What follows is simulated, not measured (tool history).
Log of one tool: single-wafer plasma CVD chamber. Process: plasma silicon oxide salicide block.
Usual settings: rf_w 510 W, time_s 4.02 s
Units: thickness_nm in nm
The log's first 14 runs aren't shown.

run	day	rf_w	time_s	wafers since the last listed run	hours since the last RF generator calibration	hours since the showerhead was replaced	hours since the gauge calibration	read-back reference wafer on the same gauge, thickness_nm	thickness_nm
15	40.542	550	4.25	3356	337.4	3437.9	195.7	37.589	39.195
16	42.962	550	4.79	2012	395.5	3496.0	253.8	37.614	44.364
17	45.954	605	4.58	2487	467.3	3567.8	325.6	37.586	43.678
18	49.804	445	3.35	3200	559.7	3660.2	418.0	37.612	29.174
19	53.762	545	4.02	3290	654.7	3755.2	513.0	37.570	36.644
20	57.333	510	4.02	2968	740.4	3840.9	598.7	37.537	35.476
21	60.933	510	4.02	2992	826.8	3927.3	685.1	37.514	35.860
# day 63.075: RF generator calibrated
22	65.004	475	4.02	3107	46.3	4025.0	782.8	37.539	35.831
# day 67.100: showerhead replaced
23	68.238	510	4.51	2410	123.9	27.3	860.4	37.547	40.705
24	71.117	565	3.32	2393	193.0	96.4	929.5	37.617	30.768
25	74.654	510	4.61	2940	277.9	181.3	1014.4	37.504	41.329
26	76.558	510	4.02	1583	323.6	227.0	1060.1	37.673	36.162
27	78.571	510	4.02	1673	371.9	275.3	1108.4	37.638	36.153
# day 80.392: gauge calibrated
28	81.025	465	4.27	2040	430.8	334.2	15.2	37.589	37.260
29	85.512	510	3.76	3730	538.5	441.9	122.9	37.580	33.445
30	87.904	585	4.02	1988	595.9	499.3	180.3	37.574	37.158

Forecast each of these 5 alternatives for the next run:
A	87.921	510	4.02	13	596.3	499.7	180.7	?	?
B	87.921	570	4.02	13	596.3	499.7	180.7	?	?
C	87.921	510	3.79	13	596.3	499.7	180.7	?	?
D	87.921	475	3.64	13	596.3	499.7	180.7	?	?
E	87.921	540	4.28	13	596.3	499.7	180.7	?	?

run	read-back reference wafer on the same gauge, thickness_nm	thickness_nm
A	37.614	35.988
B	37.614	37.181
C	37.614	33.929
D	37.614	31.915
E	37.614	38.962
Without the tool's hidden state the same runs would have given:
run	thickness_nm
A	36.523
B	37.734
C	34.434
D	32.390
E	39.542

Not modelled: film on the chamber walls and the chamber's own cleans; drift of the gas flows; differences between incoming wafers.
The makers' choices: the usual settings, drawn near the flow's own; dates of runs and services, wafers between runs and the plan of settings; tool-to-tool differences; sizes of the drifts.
